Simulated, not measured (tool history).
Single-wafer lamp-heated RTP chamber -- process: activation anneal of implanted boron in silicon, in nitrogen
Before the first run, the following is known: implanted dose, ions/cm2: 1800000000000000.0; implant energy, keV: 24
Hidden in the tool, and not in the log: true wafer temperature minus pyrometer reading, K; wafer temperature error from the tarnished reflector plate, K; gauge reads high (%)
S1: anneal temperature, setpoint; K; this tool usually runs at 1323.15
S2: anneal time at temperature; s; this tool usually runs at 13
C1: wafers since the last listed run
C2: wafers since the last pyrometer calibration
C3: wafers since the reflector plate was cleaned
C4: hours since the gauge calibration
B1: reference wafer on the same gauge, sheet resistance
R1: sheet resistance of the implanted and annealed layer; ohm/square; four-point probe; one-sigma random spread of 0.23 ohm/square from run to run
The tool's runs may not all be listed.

run 1 day=0.000 | S1=1342.15 S2=13 | C1=0 C2=1787 C3=4733 C4=237.5 | B1=73.96 | R1=71.56
run 2 day=2.642 | S1=1342.15 S2=13 | C1=1391 C2=3179 C3=6125 C4=300.9 | B1=74.00 | R1=71.29
run 3 day=4.025 | S1=1342.15 S2=13 | C1=728 C2=3908 C3=6854 C4=334.1 | B1=73.93 | R1=71.09
run 4 day=5.642 | S1=1323.15 S2=15 | C1=851 C2=4759 C3=7705 C4=372.9 | B1=73.93 | R1=72.16
-- day=8.442 pyrometer window cleaned and pyrometer calibrated
run 5 day=8.571 | S1=1323.15 S2=15 | C1=1367 C2=68 C3=9073 C4=443.2 | B1=73.89 | R1=72.64
run 6 day=11.333 | S1=1333.15 S2=16 | C1=1455 C2=1524 C3=10529 C4=509.5 | B1=74.00 | R1=71.38
run 7 day=14.038 | S1=1301.15 S2=8 | C1=1424 C2=2949 C3=11953 C4=574.4 | B1=74.02 | R1=76.37
-- day=15.933 reflector plate cleaned
run 8 day=16.771 | S1=1323.15 S2=18 | C1=1264 C2=4213 C3=442 C4=640.0 | B1=74.05 | R1=71.91
run 9 day=18.992 | S1=1323.15 S2=13 | C1=1170 C2=5383 C3=1612 C4=693.3 | B1=73.96 | R1=72.24
-- day=20.808 pyrometer window cleaned and pyrometer calibrated
run 10 day=21.042 | S1=1334.15 S2=13 | C1=904 C2=123 C3=2516 C4=742.5 | B1=73.97 | R1=71.65
-- day=22.254 gauge calibrated
run 11 day=22.508 | S1=1315.15 S2=11 | C1=772 C2=896 C3=3289 C4=6.1 | B1=73.90 | R1=74.06
run 12 day=24.442 | S1=1345.15 S2=13 | C1=1018 C2=1914 C3=4308 C4=52.5 | B1=73.92 | R1=70.74
run 13 day=26.412 | S1=1300.15 S2=6 | C1=1038 C2=2953 C3=5346 C4=99.8 | B1=74.01 | R1=77.43
run 14 day=28.788 | S1=1337.15 S2=11 | C1=1251 C2=4204 C3=6598 C4=156.8 | B1=73.89 | R1=71.44
run 15 day=30.704 | S1=1349.15 S2=20 | C1=1009 C2=5214 C3=7607 C4=202.8 | B1=74.04 | R1=69.51
-- day=32.758 pyrometer window cleaned and pyrometer calibrated
run 16 day=33.117 | S1=1323.15 S2=6 | C1=1095 C2=188 C3=8703 C4=260.7 | B1=73.94 | R1=74.63

For each run, what was the tool's unlogged condition?
wafer temperature error from the tarnished reflector plate, K: 0, the same for each run
gauge reads high (%): 0, the same for each run
H1: true wafer temperature minus pyrometer reading, K
run=1 H1=0.907
run=2 H1=2.58
run=3 H1=3.82
run=4 H1=5.6
run=5 H1=1.74
run=6 H1=2.3
run=7 H1=3.83
run=8 H1=6.38
run=9 H1=9.19
run=10 H1=1.22
run=11 H1=1.41
run=12 H1=2.1
run=13 H1=3.32
run=14 H1=5.48
run=15 H1=7.78
run=16 H1=0.543

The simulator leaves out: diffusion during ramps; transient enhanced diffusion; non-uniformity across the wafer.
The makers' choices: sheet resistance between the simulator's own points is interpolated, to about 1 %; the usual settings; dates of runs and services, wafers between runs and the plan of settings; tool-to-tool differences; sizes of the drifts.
